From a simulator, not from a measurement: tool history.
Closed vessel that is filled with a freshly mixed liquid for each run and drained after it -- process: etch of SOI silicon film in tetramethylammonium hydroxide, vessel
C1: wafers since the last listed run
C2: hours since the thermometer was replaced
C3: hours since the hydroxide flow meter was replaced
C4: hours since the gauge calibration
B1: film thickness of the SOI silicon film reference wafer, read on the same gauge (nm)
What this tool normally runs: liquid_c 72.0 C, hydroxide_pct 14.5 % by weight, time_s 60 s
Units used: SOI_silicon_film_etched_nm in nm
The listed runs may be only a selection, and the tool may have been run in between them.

{"run": 1, "day": 0.0, "liquid_c": 72.0, "hydroxide_pct": 11.5, "time_s": 90, "C1": 0, "C2": 1953.0, "C3": 1602.8, "C4": 178.0, "B1": 150.0, "SOI_silicon_film_etched_nm": 800.72}
{"run": 2, "day": 0.429, "liquid_c": 72.0, "hydroxide_pct": 14.5, "time_s": 60, "C1": 866, "C2": 1963.3, "C3": 1613.1, "C4": 188.3, "B1": 150.02, "SOI_silicon_film_etched_nm": 478.83}
{"run": 3, "day": 1.129, "liquid_c": 72.0, "hydroxide_pct": 14.5, "time_s": 60, "C1": 1413, "C2": 1980.1, "C3": 1629.9, "C4": 205.1, "B1": 149.99, "SOI_silicon_film_etched_nm": 472.93}
{"run": 4, "day": 1.512, "liquid_c": 72.0, "hydroxide_pct": 14.5, "time_s": 60, "C1": 774, "C2": 1989.3, "C3": 1639.1, "C4": 214.3, "B1": 150.01, "SOI_silicon_film_etched_nm": 479.26}
{"run": 5, "day": 2.188, "liquid_c": 72.0, "hydroxide_pct": 14.5, "time_s": 60, "C1": 1363, "C2": 2005.5, "C3": 1655.3, "C4": 230.5, "B1": 149.99, "SOI_silicon_film_etched_nm": 475.52}
{"run": 6, "day": 2.479, "liquid_c": 72.0, "hydroxide_pct": 12.0, "time_s": 60, "C1": 589, "C2": 2012.5, "C3": 1662.3, "C4": 237.5, "B1": 149.98, "SOI_silicon_film_etched_nm": 516.71}
{"run": 7, "day": 2.775, "liquid_c": 72.0, "hydroxide_pct": 12.0, "time_s": 60, "C1": 597, "C2": 2019.6, "C3": 1669.4, "C4": 244.6, "B1": 150.01, "SOI_silicon_film_etched_nm": 516.77}
{"run": 8, "day": 3.158, "liquid_c": 72.0, "hydroxide_pct": 12.0, "time_s": 60, "C1": 774, "C2": 2028.8, "C3": 1678.6, "C4": 253.8, "B1": 150.0, "SOI_silicon_film_etched_nm": 519.53}
{"run": 9, "day": 3.658, "liquid_c": 72.0, "hydroxide_pct": 14.5, "time_s": 60, "C1": 1009, "C2": 2040.8, "C3": 1690.6, "C4": 265.8, "B1": 150.0, "SOI_silicon_film_etched_nm": 474.76}
{"run": 10, "day": 4.092, "liquid_c": 72.0, "hydroxide_pct": 14.5, "time_s": 75, "C1": 875, "C2": 2051.2, "C3": 1701.0, "C4": 276.2, "B1": 149.99, "SOI_silicon_film_etched_nm": 600.08}
{"day": 4.45, "done": "gauge calibrated"}
{"run": 11, "day": 4.604, "liquid_c": 72.0, "hydroxide_pct": 17.0, "time_s": 60, "C1": 1035, "C2": 2063.5, "C3": 1713.3, "C4": 3.7, "B1": 149.99, "SOI_silicon_film_etched_nm": 444.08}
{"run": 12, "day": 5.092, "liquid_c": 72.0, "hydroxide_pct": 17.0, "time_s": 60, "C1": 984, "C2": 2075.2, "C3": 1725.0, "C4": 15.4, "B1": 149.99, "SOI_silicon_film_etched_nm": 443.58}
{"run": 13, "day": 5.596, "liquid_c": 72.0, "hydroxide_pct": 14.5, "time_s": 60, "C1": 1018, "C2": 2087.3, "C3": 1737.1, "C4": 27.5, "B1": 149.99, "SOI_silicon_film_etched_nm": 473.25}
{"run": 14, "day": 6.112, "liquid_c": 72.0, "hydroxide_pct": 14.5, "time_s": 60, "C1": 1043, "C2": 2099.7, "C3": 1749.5, "C4": 39.9, "B1": 150.02, "SOI_silicon_film_etched_nm": 473.6}
{"run": 15, "day": 6.604, "liquid_c": 77.5, "hydroxide_pct": 11.5, "time_s": 60, "C1": 993, "C2": 2111.5, "C3": 1761.3, "C4": 51.7, "B1": 150.0, "SOI_silicon_film_etched_nm": 730.06}
{"run": 16, "day": 7.033, "liquid_c": 70.0, "hydroxide_pct": 16.0, "time_s": 60, "C1": 866, "C2": 2121.8, "C3": 1771.6, "C4": 62.0, "B1": 150.0, "SOI_silicon_film_etched_nm": 414.63}
{"run": 17, "day": 7.679, "liquid_c": 67.5, "hydroxide_pct": 16.5, "time_s": 50, "C1": 1304, "C2": 2137.3, "C3": 1787.1, "C4": 77.5, "B1": 150.01, "SOI_silicon_film_etched_nm": 288.99}
{"run": 18, "day": 8.2, "liquid_c": 72.0, "hydroxide_pct": 18.5, "time_s": 60, "C1": 1052, "C2": 2149.8, "C3": 1799.6, "C4": 90.0, "B1": 149.99, "SOI_silicon_film_etched_nm": 433.26}
{"run": 19, "day": 8.712, "liquid_c": 72.0, "hydroxide_pct": 14.5, "time_s": 60, "C1": 1035, "C2": 2162.1, "C3": 1811.9, "C4": 102.3, "B1": 150.02, "SOI_silicon_film_etched_nm": 479.17}
{"day": 8.917, "done": "hydroxide flow meter replaced"}
{"run": 20, "day": 9.379, "liquid_c": 65.0, "hydroxide_pct": 14.5, "time_s": 60, "C1": 1262, "C2": 2178.1, "C3": 11.1, "C4": 118.3, "B1": 149.99, "SOI_silicon_film_etched_nm": 319.33}
{"run": 21, "day": 10.067, "liquid_c": 72.0, "hydroxide_pct": 14.5, "time_s": 30, "C1": 1388, "C2": 2194.6, "C3": 27.6, "C4": 134.8, "B1": 150.0, "SOI_silicon_film_etched_nm": 237.27}
{"day": 10.512, "done": "thermometer replaced"}
{"run": 22, "day": 10.65, "liquid_c": 72.0, "hydroxide_pct": 14.5, "time_s": 60, "C1": 1094, "C2": 3.3, "C3": 41.6, "C4": 148.8, "B1": 150.0, "SOI_silicon_film_etched_nm": 475.94}
{"run": 23, "day": 10.962, "liquid_c": 72.0, "hydroxide_pct": 18.5, "time_s": 60, "C1": 631, "C2": 10.8, "C3": 49.1, "C4": 156.3, "B1": 149.98, "SOI_silicon_film_etched_nm": 440.9}
{"run": 24, "day": 11.317, "liquid_c": 72.0, "hydroxide_pct": 18.5, "time_s": 60, "C1": 715, "C2": 19.3, "C3": 57.6, "C4": 164.8, "B1": 150.0, "SOI_silicon_film_etched_nm": 434.58}
{"run": 25, "day": 12.025, "liquid_c": 76.5, "hydroxide_pct": 16.0, "time_s": 60, "C1": 1430, "C2": 36.3, "C3": 74.6, "C4": 181.8, "B1": 150.01, "SOI_silicon_film_etched_nm": 594.24}
{"run": 26, "day": 12.767, "liquid_c": 66.5, "hydroxide_pct": 14.5, "time_s": 60, "C1": 1498, "C2": 54.1, "C3": 92.4, "C4": 199.6, "B1": 150.01, "SOI_silicon_film_etched_nm": 344.8}
{"run": 27, "day": 13.462, "liquid_c": 72.0, "hydroxide_pct": 14.5, "time_s": 60, "C1": 1405, "C2": 70.8, "C3": 109.1, "C4": 216.3, "B1": 150.01, "SOI_silicon_film_etched_nm": 481.51}
{"run": 28, "day": 14.204, "liquid_c": 77.5, "hydroxide_pct": 17.5, "time_s": 70, "C1": 1498, "C2": 88.6, "C3": 126.9, "C4": 234.1, "B1": 150.01, "SOI_silicon_film_etched_nm": 704.92}
{"run": 29, "day": 14.538, "liquid_c": 72.0, "hydroxide_pct": 14.5, "time_s": 60, "C1": 673, "C2": 96.6, "C3": 134.9, "C4": 242.1, "B1": 149.99, "SOI_silicon_film_etched_nm": 477.09}
{"run": 30, "day": 14.892, "liquid_c": 72.0, "hydroxide_pct": 13.0, "time_s": 60, "C1": 715, "C2": 105.1, "C3": 143.4, "C4": 250.6, "B1": 149.99, "SOI_silicon_film_etched_nm": 503.1}
{"run": 31, "day": 15.408, "liquid_c": 66.0, "hydroxide_pct": 11.5, "time_s": 60, "C1": 1043, "C2": 117.5, "C3": 155.8, "C4": 263.0, "B1": 149.99, "SOI_silicon_film_etched_nm": 369.7}
{"run": 32, "day": 15.971, "liquid_c": 68.5, "hydroxide_pct": 17.5, "time_s": 45, "C1": 1136, "C2": 131.0, "C3": 169.3, "C4": 276.5, "B1": 149.99, "SOI_silicon_film_etched_nm": 272.37}
{"run": 33, "day": 16.292, "liquid_c": 72.0, "hydroxide_pct": 14.5, "time_s": 60, "C1": 648, "C2": 138.7, "C3": 177.0, "C4": 284.2, "B1": 150.02, "SOI_silicon_film_etched_nm": 473.27}
{"run": 34, "day": 16.771, "liquid_c": 72.0, "hydroxide_pct": 14.5, "time_s": 60, "C1": 967, "C2": 150.2, "C3": 188.5, "C4": 295.7, "B1": 149.98, "SOI_silicon_film_etched_nm": 474.22}

Alternative continuations, all from the tool just after run 34; predict every row:
{"run": "A", "day": 16.8, "liquid_c": 72.0, "hydroxide_pct": 14.5, "time_s": 60, "C1": 58, "C2": 150.9, "C3": 189.2, "C4": 296.4, "B1": "?", "SOI_silicon_film_etched_nm": "?"}
{"run": "B", "day": 16.8, "liquid_c": 67.5, "hydroxide_pct": 14.5, "time_s": 40, "C1": 58, "C2": 150.9, "C3": 189.2, "C4": 296.4, "B1": "?", "SOI_silicon_film_etched_nm": "?"}
{"run": "C", "day": 16.8, "liquid_c": 67.0, "hydroxide_pct": 10.0, "time_s": 80, "C1": 58, "C2": 150.9, "C3": 189.2, "C4": 296.4, "B1": "?", "SOI_silicon_film_etched_nm": "?"}
{"run": "D", "day": 16.8, "liquid_c": 64.0, "hydroxide_pct": 17.0, "time_s": 60, "C1": 58, "C2": 150.9, "C3": 189.2, "C4": 296.4, "B1": "?", "SOI_silicon_film_etched_nm": "?"}

run=A B1=149.99 SOI_silicon_film_etched_nm=477.15
run=B B1=149.99 SOI_silicon_film_etched_nm=244.16
run=C B1=149.99 SOI_silicon_film_etched_nm=552.81
run=D B1=149.99 SOI_silicon_film_etched_nm=278.92
With no hidden state in the tool, these same runs would have given:
run=A SOI_silicon_film_etched_nm=477.15
run=B SOI_silicon_film_etched_nm=244.16
run=C SOI_silicon_film_etched_nm=552.81
run=D SOI_silicon_film_etched_nm=278.92

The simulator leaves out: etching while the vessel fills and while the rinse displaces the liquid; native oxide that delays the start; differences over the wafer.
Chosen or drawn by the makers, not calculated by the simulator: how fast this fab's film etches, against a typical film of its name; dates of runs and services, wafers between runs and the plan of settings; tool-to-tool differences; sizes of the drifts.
